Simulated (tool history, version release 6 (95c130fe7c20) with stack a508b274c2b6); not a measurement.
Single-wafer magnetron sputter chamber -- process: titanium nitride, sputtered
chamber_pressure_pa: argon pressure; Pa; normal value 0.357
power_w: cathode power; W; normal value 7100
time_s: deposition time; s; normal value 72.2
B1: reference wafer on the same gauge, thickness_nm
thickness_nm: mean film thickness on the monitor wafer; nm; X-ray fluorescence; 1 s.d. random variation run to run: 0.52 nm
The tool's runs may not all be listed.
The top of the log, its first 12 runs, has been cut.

run 13 hour=296.2 | chamber_pressure_pa=0.357 power_w=7100 time_s=72.2 | B1=77.221 | thickness_nm=88.808
run 14 hour=319.2 | chamber_pressure_pa=0.357 power_w=7100 time_s=72.2 | B1=77.022 | thickness_nm=88.248
run 15 hour=342.7 | chamber_pressure_pa=0.357 power_w=7100 time_s=72.2 | B1=77.227 | thickness_nm=88.076
run 16 hour=359.5 | chamber_pressure_pa=0.357 power_w=7100 time_s=72.2 | B1=77.011 | thickness_nm=88.33
-- hour=369.5 sputter target and shields replaced
run 17 hour=394.4 | chamber_pressure_pa=0.357 power_w=7100 time_s=78.8 | B1=77.258 | thickness_nm=97.977
run 18 hour=429.9 | chamber_pressure_pa=0.357 power_w=7100 time_s=78.2 | B1=77.376 | thickness_nm=97.351
run 19 hour=465.5 | chamber_pressure_pa=0.5 power_w=6600 time_s=62.5 | B1=77.105 | thickness_nm=65.928
run 20 hour=478 | chamber_pressure_pa=0.357 power_w=7100 time_s=72.2 | B1=76.971 | thickness_nm=89.472
run 21 hour=504.3 | chamber_pressure_pa=0.357 power_w=7100 time_s=72.2 | B1=77.004 | thickness_nm=88.43
run 22 hour=526.9 | chamber_pressure_pa=0.433 power_w=6300 time_s=77.4 | B1=77.173 | thickness_nm=81.896
-- hour=533.2 gauge calibrated
run 23 hour=549.1 | chamber_pressure_pa=0.357 power_w=7100 time_s=72.2 | B1=77.082 | thickness_nm=87.033
-- hour=576.9 magnet pack replaced
run 24 hour=595 | chamber_pressure_pa=0.264 power_w=6450 time_s=72.2 | B1=77.087 | thickness_nm=82.634
-- hour=613.4 capacitance manometer re-zeroed and calibrated
run 25 hour=659.8 | chamber_pressure_pa=0.263 power_w=5400 time_s=72.2 | B1=77.131 | thickness_nm=68.619
run 26 hour=691.2 | chamber_pressure_pa=0.442 power_w=8200 time_s=60.3 | B1=77.181 | thickness_nm=79.469
-- hour=703.5 sputter target and shields replaced
run 27 hour=717.3 | chamber_pressure_pa=0.426 power_w=7100 time_s=72.2 | B1=77.103 | thickness_nm=87.009
run 28 hour=738.7 | chamber_pressure_pa=0.357 power_w=7100 time_s=72.2 | B1=77.039 | thickness_nm=90.394
run 29 hour=761.5 | chamber_pressure_pa=0.357 power_w=7100 time_s=72.2 | B1=77.189 | thickness_nm=89.662
run 30 hour=804 | chamber_pressure_pa=0.31 power_w=8300 time_s=78.5 | B1=77.041 | thickness_nm=117.717
run 31 hour=822 | chamber_pressure_pa=0.482 power_w=8450 time_s=79.4 | B1=77.09 | thickness_nm=109.738
run 32 hour=840.7 | chamber_pressure_pa=0.44 power_w=8600 time_s=72.2 | B1=77.214 | thickness_nm=104.419

Branching from run 32: 5 alternative next runs. What would each branch give?
run A hour=841.1 | chamber_pressure_pa=0.357 power_w=7100 time_s=72.2 | B1=? | thickness_nm=?
run B hour=841.1 | chamber_pressure_pa=0.251 power_w=8550 time_s=80.4 | B1=? | thickness_nm=?
run C hour=841.1 | chamber_pressure_pa=0.44 power_w=8000 time_s=72.2 | B1=? | thickness_nm=?
run D hour=841.1 | chamber_pressure_pa=0.256 power_w=7100 time_s=76.4 | B1=? | thickness_nm=?
run E hour=841.1 | chamber_pressure_pa=0.317 power_w=7100 time_s=72.2 | B1=? | thickness_nm=?

run=A B1=77.135 thickness_nm=88.508
run=B B1=77.135 thickness_nm=124.88
run=C B1=77.135 thickness_nm=95.897
run=D B1=77.135 thickness_nm=98.304
run=E B1=77.135 thickness_nm=90.213
Without the tool's hidden state the same runs would have given:
run=A thickness_nm=90.351
run=B thickness_nm=127.481
run=C thickness_nm=97.894
run=D thickness_nm=100.351
run=E thickness_nm=92.092
